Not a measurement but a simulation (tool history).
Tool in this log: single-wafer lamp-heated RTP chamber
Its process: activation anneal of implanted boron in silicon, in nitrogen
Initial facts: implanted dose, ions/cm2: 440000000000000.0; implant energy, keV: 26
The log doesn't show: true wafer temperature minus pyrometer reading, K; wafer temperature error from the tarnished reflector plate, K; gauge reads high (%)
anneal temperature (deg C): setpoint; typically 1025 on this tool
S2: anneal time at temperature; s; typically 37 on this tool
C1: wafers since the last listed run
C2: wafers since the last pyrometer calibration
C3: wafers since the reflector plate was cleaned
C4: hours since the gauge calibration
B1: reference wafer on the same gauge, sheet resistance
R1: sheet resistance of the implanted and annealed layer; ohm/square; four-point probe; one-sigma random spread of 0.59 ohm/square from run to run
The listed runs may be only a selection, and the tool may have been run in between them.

{"run": 1, "hour": 0.0, "anneal temperature (deg C)": 1036, "S2": 31, "C1": 0, "C2": 5441, "C3": 10557, "C4": 160.4, "B1": 192.33, "R1": 227.33}
{"run": 2, "hour": 16.4, "anneal temperature (deg C)": 1025, "S2": 37, "C1": 169, "C2": 5610, "C3": 10727, "C4": 176.8, "B1": 192.13, "R1": 227.75}
{"run": 3, "hour": 69.6, "anneal temperature (deg C)": 1025, "S2": 37, "C1": 550, "C2": 6160, "C3": 11277, "C4": 230.0, "B1": 191.57, "R1": 226.71}
{"run": 4, "hour": 100.8, "anneal temperature (deg C)": 1025, "S2": 37, "C1": 322, "C2": 6483, "C3": 11599, "C4": 261.2, "B1": 191.08, "R1": 224.85}
{"run": 5, "hour": 122.6, "anneal temperature (deg C)": 1025, "S2": 54, "C1": 225, "C2": 6708, "C3": 11825, "C4": 283.0, "B1": 191.12, "R1": 224.64}
{"run": 6, "hour": 152.6, "anneal temperature (deg C)": 1025, "S2": 54, "C1": 310, "C2": 7019, "C3": 12135, "C4": 313.0, "B1": 190.81, "R1": 224.5}
{"hour": 166.9, "done": "pyrometer window cleaned and pyrometer calibrated"}
{"run": 7, "hour": 169.2, "anneal temperature (deg C)": 1025, "S2": 37, "C1": 88, "C2": 23, "C3": 12224, "C4": 329.6, "B1": 190.37, "R1": 225.23}
{"hour": 185.2, "done": "gauge calibrated"}
{"run": 8, "hour": 189.5, "anneal temperature (deg C)": 1025, "S2": 37, "C1": 209, "C2": 233, "C3": 12433, "C4": 4.3, "B1": 192.91, "R1": 228.45}
{"hour": 223.4, "done": "reflector plate cleaned"}
{"run": 9, "hour": 263.1, "anneal temperature (deg C)": 1025, "S2": 37, "C1": 678, "C2": 912, "C3": 410, "C4": 77.9, "B1": 192.7, "R1": 227.88}
{"run": 10, "hour": 288.7, "anneal temperature (deg C)": 1025, "S2": 37, "C1": 264, "C2": 1176, "C3": 674, "C4": 103.5, "B1": 192.52, "R1": 227.28}
{"run": 11, "hour": 321.8, "anneal temperature (deg C)": 1025, "S2": 51, "C1": 342, "C2": 1518, "C3": 1017, "C4": 136.6, "B1": 192.28, "R1": 225.62}

Run 12 comes next. What will it give?
{"run": 12, "hour": 345.6, "anneal temperature (deg C)": 1025, "S2": 37, "C1": 246, "C2": 1765, "C3": 1263, "C4": 160.4, "B1": "?", "R1": "?"}

For run 12 the tool returned B1 192.16, R1 226.81 ohm/square.
Were there no unlogged condition in the tool, this run, its random variation unchanged, would have produced R1 227.80 ohm/square.

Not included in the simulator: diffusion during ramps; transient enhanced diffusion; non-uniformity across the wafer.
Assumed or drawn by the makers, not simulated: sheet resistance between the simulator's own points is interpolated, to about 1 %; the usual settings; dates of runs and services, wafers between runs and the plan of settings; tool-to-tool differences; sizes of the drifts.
